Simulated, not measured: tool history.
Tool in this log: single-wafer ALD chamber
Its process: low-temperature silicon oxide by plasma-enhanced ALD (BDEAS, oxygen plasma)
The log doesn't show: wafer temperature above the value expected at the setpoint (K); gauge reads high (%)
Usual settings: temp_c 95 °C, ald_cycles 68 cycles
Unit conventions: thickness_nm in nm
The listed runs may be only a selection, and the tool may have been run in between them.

run,hour,temp_c,ald_cycles,wafers since the last listed run,hours since the last thermocouple change,hours since the gauge calibration,"read-back reference wafer on the same gauge, thickness_nm",thickness_nm
1,0,95,68,0,2466.1,175.5,11.365,9.666
2,17.8,95,68,61,2483.9,193.3,11.362,9.709
3,96.5,95,68,272,2562.6,272,11.348,9.689
4,115,104,78,64,2581.1,290.5,11.346,10.913
5,142.3,104,78,94,2608.4,317.8,11.336,10.814
6,171.6,95,62,101,2637.7,347.1,11.323,8.808
7,186.3,95,62,50,2652.4,361.8,11.327,8.83
8,204.5,95,62,63,2670.6,380,11.326,8.858
9,240.4,95,68,124,2706.5,415.9,11.324,9.724
10,255.9,95,71,53,2722,431.4,11.321,10.044
11,288.4,95,71,112,2754.5,463.9,11.322,10.053
12,306.3,95,71,61,2772.4,481.8,11.317,10.092
13,336.6,95,68,104,2802.7,512.1,11.32,9.644
14,366.9,95,68,104,2833,542.4,11.315,9.679
15,400.9,88,58,117,2867,576.4,11.307,8.372
16,423.7,95,68,78,2889.8,599.2,11.31,9.692
17,451,100,75,94,2917.1,626.5,11.318,10.441
# hour 460.9: thermocouple changed; heater temperature recalibrated
18,467.2,101,72,28,6.3,642.7,11.316,10.014
19,496.4,110,58,101,35.5,671.9,11.308,7.967
20,521.5,103,73,86,60.6,697,11.309,10.182
# hour 524.4: gauge calibrated
21,552.8,95,71,108,91.9,28.4,11.424,10.171
22,578.8,95,60,90,117.9,54.4,11.4,8.61
23,609.3,95,63,105,148.4,84.9,11.394,9.037
24,642.4,95,68,114,181.5,118,11.381,9.731
25,658.2,90,74,54,197.3,133.8,11.378,10.707
26,692,95,68,117,231.1,167.6,11.371,9.714
27,707.8,95,68,54,246.9,183.4,11.365,9.706
28,730.8,81,76,79,269.9,206.4,11.357,11.289
29,744.8,109,68,48,283.9,220.4,11.352,9.414

Table of differences, measured result less the result of that run with no hidden state. Run-to-run variation is the same in both. Gauge scatter possibly is not:
run,thickness_nm
1,-0.066
2,-0.07
3,-0.084
4,-0.096
5,-0.099
6,-0.084
7,-0.085
8,-0.087
9,-0.099
10,-0.103
11,-0.105
12,-0.106
13,-0.103
14,-0.105
15,-0.091
16,-0.107
17,-0.116
18,-0.111
19,-0.089
20,-0.114
21,-0.018
22,-0.025
23,-0.037
24,-0.051
25,-0.061
26,-0.063
27,-0.067
28,-0.084
29,-0.072

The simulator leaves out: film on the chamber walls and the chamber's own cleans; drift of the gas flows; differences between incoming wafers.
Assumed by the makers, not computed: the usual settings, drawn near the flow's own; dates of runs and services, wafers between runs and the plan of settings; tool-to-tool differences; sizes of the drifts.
